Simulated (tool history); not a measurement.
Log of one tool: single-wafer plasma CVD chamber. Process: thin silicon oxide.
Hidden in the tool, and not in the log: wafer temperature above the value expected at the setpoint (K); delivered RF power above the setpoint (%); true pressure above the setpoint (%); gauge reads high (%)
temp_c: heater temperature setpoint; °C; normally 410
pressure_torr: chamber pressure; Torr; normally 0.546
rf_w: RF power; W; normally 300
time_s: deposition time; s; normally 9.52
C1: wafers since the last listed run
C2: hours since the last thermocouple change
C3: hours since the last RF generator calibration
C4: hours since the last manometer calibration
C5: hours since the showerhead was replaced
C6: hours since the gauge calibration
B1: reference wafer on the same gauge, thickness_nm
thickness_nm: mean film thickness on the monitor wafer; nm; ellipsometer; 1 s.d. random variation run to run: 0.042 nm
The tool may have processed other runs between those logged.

Run 1, hour 0.0: usual settings; C1 0; C2 253.6; C3 929.7; C4 18.5; C5 2332.8; C6 1211.8; B1 12.383. Result: thickness_nm 11.201 nm.
Run 2, hour 66.8: usual settings; C1 2152; C2 320.4; C3 996.5; C4 85.3; C5 2399.6; C6 1278.6; B1 12.396. Result: thickness_nm 11.258 nm.
Run 3, hour 165.2: usual settings but temp_c 417 °C; C1 3171; C2 418.8; C3 1094.9; C4 183.7; C5 2498.0; C6 1377.0; B1 12.403. Result: thickness_nm 11.128 nm.
Run 4, hour 210.0: usual settings but temp_c 417 °C; C1 1443; C2 463.6; C3 1139.7; C4 228.5; C5 2542.8; C6 1421.8; B1 12.425. Result: thickness_nm 11.138 nm.
At hour 224.8: RF generator calibrated.
Run 5, hour 265.0: usual settings but temp_c 417 °C; C1 1514; C2 518.6; C3 40.2; C4 283.5; C5 2597.8; C6 1476.8; B1 12.417. Result: thickness_nm 11.687 nm.
Run 6, hour 303.8: usual settings but temp_c 419 °C; C1 1250; C2 557.4; C3 79.0; C4 322.3; C5 2636.6; C6 1515.6; B1 12.417. Result: thickness_nm 11.600 nm.
Run 7, hour 428.3: usual settings; C1 4012; C2 681.9; C3 203.5; C4 446.8; C5 2761.1; C6 1640.1; B1 12.389. Result: thickness_nm 11.724 nm.
Run 8, hour 494.6: usual settings; C1 2136; C2 748.2; C3 269.8; C4 513.1; C5 2827.4; C6 1706.4; B1 12.425. Result: thickness_nm 11.744 nm.
Run 9, hour 562.4: usual settings but time_s 9.95 s; C1 2185; C2 816.0; C3 337.6; C4 580.9; C5 2895.2; C6 1774.2; B1 12.398. Result: thickness_nm 12.215 nm.
Run 10, hour 642.8: usual settings but time_s 9.95 s; C1 2591; C2 896.4; C3 418.0; C4 661.3; C5 2975.6; C6 1854.6; B1 12.406. Result: thickness_nm 12.259 nm.
Run 11, hour 724.2: usual settings but time_s 9.95 s; C1 2623; C2 977.8; C3 499.4; C4 742.7; C5 3057.0; C6 1936.0; B1 12.394. Result: thickness_nm 12.283 nm.
Run 12, hour 784.9: usual settings but rf_w 330 W; C1 1956; C2 1038.5; C3 560.1; C4 803.4; C5 3117.7; C6 1996.7; B1 12.382. Result: thickness_nm 12.323 nm.
Run 13, hour 821.7: usual settings but rf_w 330 W; C1 1186; C2 1075.3; C3 596.9; C4 840.2; C5 3154.5; C6 2033.5; B1 12.393. Result: thickness_nm 12.235 nm.
At hour 852.9: thermocouple changed; heater temperature recalibrated.
Run 14, hour 892.9: usual settings but temp_c 402 °C, pressure_torr 0.602 Torr, rf_w 355 W, time_s 11.01 s; C1 2036; C2 40.0; C3 668.1; C4 911.4; C5 3225.7; C6 2104.7; B1 12.396. Result: thickness_nm 16.294 nm.
At hour 959.9: capacitance manometer re-zeroed and calibrated.
At hour 1071.4: showerhead replaced.
Run 15, hour 1177.3: usual settings but pressure_torr 0.591 Torr, rf_w 350 W, time_s 10.26 s; C1 8650; C2 324.4; C3 952.5; C4 217.4; C5 105.9; C6 2389.1; B1 12.401. Result: thickness_nm 14.223 nm.
Run 16, hour 1251.2: usual settings; C1 2381; C2 398.3; C3 1026.4; C4 291.3; C5 179.8; C6 2463.0; B1 12.407. Result: thickness_nm 11.313 nm.
At hour 1338.0: gauge calibrated.
Run 17, hour 1354.5: usual settings but temp_c 424 °C, pressure_torr 0.503 Torr, rf_w 325 W, time_s 8.13 s; C1 3329; C2 501.6; C3 1129.7; C4 394.6; C5 283.1; C6 16.5; B1 12.400. Result: thickness_nm 9.198 nm.
Run 18, hour 1448.0: usual settings but pressure_torr 0.436 Torr, time_s 10.73 s; C1 3013; C2 595.1; C3 1223.2; C4 488.1; C5 376.6; C6 110.0; B1 12.422. Result: thickness_nm 10.050 nm.
At hour 1458.1: RF generator calibrated.
Run 19, hour 1541.1: usual settings but rf_w 255 W; C1 2742; C2 688.2; C3 83.0; C4 581.2; C5 469.7; C6 203.1; B1 12.385. Result: thickness_nm 10.780 nm.
Run 20, hour 1618.1: usual settings but rf_w 355 W, time_s 10.98 s; C1 2481; C2 765.2; C3 160.0; C4 658.2; C5 546.7; C6 280.1; B1 12.410. Result: thickness_nm 14.772 nm.
Run 21, hour 1667.4: usual settings but temp_c 398 °C, pressure_torr 0.507 Torr, rf_w 270 W; C1 1588; C2 814.5; C3 209.3; C4 707.5; C5 596.0; C6 329.4; B1 12.399. Result: thickness_nm 10.516 nm.
Run 22, hour 1731.3: usual settings but temp_c 404 °C, rf_w 275 W; C1 2059; C2 878.4; C3 273.2; C4 771.4; C5 659.9; C6 393.3; B1 12.424. Result: thickness_nm 11.356 nm.
Run 23, hour 1810.4: usual settings; C1 2549; C2 957.5; C3 352.3; C4 850.5; C5 739.0; C6 472.4; B1 12.408. Result: thickness_nm 11.849 nm.
At hour 1859.1: capacitance manometer re-zeroed and calibrated.
At hour 1878.1: thermocouple changed; heater temperature recalibrated.
Run 24, hour 2095.5: usual settings but rf_w 330 W; C1 8673; C2 217.4; C3 637.4; C4 236.4; C5 1024.1; C6 757.5; B1 12.407. Result: thickness_nm 12.017 nm.
Run 25, hour 2170.1: usual settings but temp_c 417 °C, pressure_torr 0.457 Torr, rf_w 280 W, time_s 10.97 s; C1 2404; C2 292.0; C3 712.0; C4 311.0; C5 1098.7; C6 832.1; B1 12.403. Result: thickness_nm 10.610 nm.
Run 26, hour 2255.9: usual settings; C1 2765; C2 377.8; C3 797.8; C4 396.8; C5 1184.5; C6 917.9; B1 12.394. Result: thickness_nm 11.458 nm.

Here are 5 independent what-if runs from the current tool condition. What would each one return?
Run A, hour 2256.3: usual settings; C1 12; C2 378.2; C3 798.2; C4 397.2; C5 1184.9; C6 918.3; B1 ?. Result: thickness_nm ?.
Run B, hour 2256.3: usual settings but temp_c 418 °C, pressure_torr 0.614 Torr, rf_w 350 W, time_s 10.37 s; C1 12; C2 378.2; C3 798.2; C4 397.2; C5 1184.9; C6 918.3; B1 ?. Result: thickness_nm ?.
Run C, hour 2256.3: usual settings but temp_c 402 °C, pressure_torr 0.600 Torr, time_s 8.19 s; C1 12; C2 378.2; C3 798.2; C4 397.2; C5 1184.9; C6 918.3; B1 ?. Result: thickness_nm ?.
Run D, hour 2256.3: usual settings but temp_c 398 °C, pressure_torr 0.504 Torr, rf_w 330 W, time_s 11.17 s; C1 12; C2 378.2; C3 798.2; C4 397.2; C5 1184.9; C6 918.3; B1 ?. Result: thickness_nm ?.
Run E, hour 2256.3: usual settings but pressure_torr 0.418 Torr; C1 12; C2 378.2; C3 798.2; C4 397.2; C5 1184.9; C6 918.3; B1 ?. Result: thickness_nm ?.

run      B1  thickness_nm
  A  12.408        11.471
  B  12.408        15.044
  C  12.408        10.893
  D  12.408        13.129
  E  12.408         8.762
What these runs would have given with no unlogged condition in the tool:
run  thickness_nm
  A        11.603
  B        15.196
  C        11.023
  D        13.262
  E         8.855
